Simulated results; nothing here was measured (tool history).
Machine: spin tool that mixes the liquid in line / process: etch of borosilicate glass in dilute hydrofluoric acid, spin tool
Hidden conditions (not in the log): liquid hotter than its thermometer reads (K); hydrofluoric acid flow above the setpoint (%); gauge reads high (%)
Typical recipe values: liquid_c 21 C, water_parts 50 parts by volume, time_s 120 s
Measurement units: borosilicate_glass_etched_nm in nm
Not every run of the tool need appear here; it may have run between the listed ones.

run,hour,liquid_c,water_parts,time_s,wafers since the last listed run,hours since the thermometer was replaced,hours since the hydrofluoric acid flow meter was replaced,hours since the gauge calibration,"read-back film thickness of the borosilicate glass reference wafer, read on the same gauge (nm)",borosilicate_glass_etched_nm
1,0,21,45,165,0,1178.4,1899.6,112.9,50.03,67.1
2,9.1,21,45,165,111,1187.5,1908.7,122,50.01,67.5
3,19.4,21,50,80,126,1197.8,1919,132.3,50.05,29.27
4,26.4,24.5,40,120,85,1204.8,1926,139.3,50.01,64.27
5,36.6,21,50,120,125,1215,1936.2,149.5,49.98,44.21
6,46.3,21,50,120,118,1224.7,1945.9,159.2,50.02,43.97
7,55.5,21,50,120,112,1233.9,1955.1,168.4,49.99,44.11
8,84.7,21,50,120,357,1263.1,1984.3,197.6,50.01,44.25
9,101.3,21,50,120,203,1279.7,2000.9,214.2,50.04,44.4
10,112,21,50,120,131,1290.4,2011.6,224.9,49.98,44.23
11,119.6,21,50,70,93,1298,2019.2,232.5,49.99,25.89
12,127.1,21,50,120,91,1305.5,2026.7,240,50.07,43.88
13,136.8,21,50,120,118,1315.2,2036.4,249.7,49.96,44.38
14,151.8,24.5,25,120,183,1330.2,2051.4,264.7,49.99,106.47
15,160.9,21,75,75,111,1339.3,2060.5,273.8,49.99,17.92
16,174.3,24,30,120,164,1352.7,2073.9,287.2,49.97,86.59
17,184.4,18.5,70,120,123,1362.8,2084,297.3,50,27.88
# hour 188.1: gauge calibrated
18,200.6,18.5,70,85,198,1379,2100.2,12.5,50.01,19.8
19,212.6,24.5,65,85,147,1391,2112.2,24.5,49.93,27.56
# hour 221.9: thermometer replaced
# hour 222.5: hydrofluoric acid flow meter replaced
20,223,21,40,120,108,1.1,0.5,34.9,50.01,49.93
21,233.7,25.5,50,80,131,11.8,11.2,45.6,49.96,31.94

Run 22 comes next. What will it give?
22,249.5,21,50,120,193,27.6,27,61.4,?,?

Run 22 produced read-back film thickness of the borosilicate glass reference wafer, read on the same gauge (nm) 49.98, borosilicate_glass_etched_nm 39.81 nm.
Were there no unlogged condition in the tool, this run, its random variation unchanged, would have produced borosilicate_glass_etched_nm 39.35 nm.
